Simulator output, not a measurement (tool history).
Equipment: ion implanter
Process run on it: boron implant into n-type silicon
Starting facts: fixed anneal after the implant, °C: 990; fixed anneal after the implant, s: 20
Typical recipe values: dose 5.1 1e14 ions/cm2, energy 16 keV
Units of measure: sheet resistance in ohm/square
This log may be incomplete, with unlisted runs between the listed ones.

| run | hour | dose | energy | read-back reference wafer on the same gauge, sheet resistance | sheet resistance |
|---|---|---|---|---|---|
| 1 | 0 | 5.1 | 16 | 196.98 | 219.64 |
| 2 | 54.1 | 5.1 | 16 | 197.19 | 218.98 |
| 3 | 144.2 | 5.1 | 16 | 197.03 | 219.66 |
| 4 | 224.2 | 5.1 | 16 | 196.89 | 218.86 |
| 5 | 395 | 5.1 | 16 | 196.81 | 218.67 |
| 6 | 500.6 | 5.1 | 18.5 | 197.18 | 215.6 |
| 7 | 590.3 | 5.1 | 18.5 | 197.15 | 214.99 |
| 8 | 659.4 | 5.1 | 16 | 197.1 | 216.66 |
| 9 | 711 | 5.1 | 16 | 197.05 | 217.13 |
|  | 722.1 | Faraday cup replaced and dose calibrated |
|  | 780.7 | gauge calibrated |
| 10 | 818.7 | 4.1 | 13.5 | 197.18 | 264.8 |
| 11 | 872.2 | 5.1 | 16 | 196.91 | 219.49 |
| 12 | 918.3 | 5.1 | 16 | 197.03 | 219.12 |
| 13 | 1020.6 | 5.1 | 16 | 197.01 | 218.68 |
| 14 | 1058.5 | 5.1 | 20.5 | 196.99 | 214.31 |
| 15 | 1152.7 | 5.1 | 16 | 197.05 | 217.87 |
| 16 | 1195 | 5.1 | 16 | 197.14 | 218.3 |
| 17 | 1364.3 | 5.1 | 16 | 197.11 | 217.53 |
|  | 1404.4 | extraction supply calibrated |
| 18 | 1474.4 | 3.67 | 13 | 197.04 | 287.29 |
| 19 | 1542 | 4.35 | 16 | 197 | 246.31 |
| 20 | 1611.6 | 5.49 | 11.5 | 196.92 | 208.15 |
| 21 | 1688.3 | 4.42 | 17.5 | 196.95 | 241.11 |
|  | 1718.2 | Faraday cup replaced and dose calibrated |
| 22 | 1751.5 | 3.74 | 12.5 | 197.02 | 288.75 |
| 23 | 1789.9 | 4.16 | 11.5 | 196.96 | 265.73 |
| 24 | 1855.1 | 5.1 | 16 | 197.14 | 219.54 |
| 25 | 2156.2 | 5.57 | 11.5 | 196.97 | 207.83 |
| 26 | 2195.9 | 5.58 | 19.5 | 197 | 199.45 |
| 27 | 2291.1 | 5.1 | 18.5 | 197.07 | 215.61 |
| 28 | 2327.5 | 5.1 | 16 | 197.04 | 217.63 |
| 29 | 2413.3 | 6.26 | 18 | 197.18 | 182.24 |

Forecast each of these 5 alternatives for the next run:
| A | 2413.7 | 5.79 | 16 | ? | ? |
| B | 2413.7 | 6.08 | 20.5 | ? | ? |
| C | 2413.7 | 6.41 | 19.5 | ? | ? |
| D | 2413.7 | 6.45 | 21 | ? | ? |
| E | 2413.7 | 5.85 | 19 | ? | ? |

| run | read-back reference wafer on the same gauge, sheet resistance | sheet resistance |
|---|---|---|
| A | 196.98 | 196.14 |
| B | 196.98 | 185.08 |
| C | 196.98 | 177.8 |
| D | 196.98 | 175.89 |
| E | 196.98 | 192.15 |
Without the tool's unlogged condition, the same runs would have read:
| run | sheet resistance |
|---|---|
| A | 198.63 |
| B | 187.45 |
| C | 180.09 |
| D | 178.15 |
| E | 194.6 |

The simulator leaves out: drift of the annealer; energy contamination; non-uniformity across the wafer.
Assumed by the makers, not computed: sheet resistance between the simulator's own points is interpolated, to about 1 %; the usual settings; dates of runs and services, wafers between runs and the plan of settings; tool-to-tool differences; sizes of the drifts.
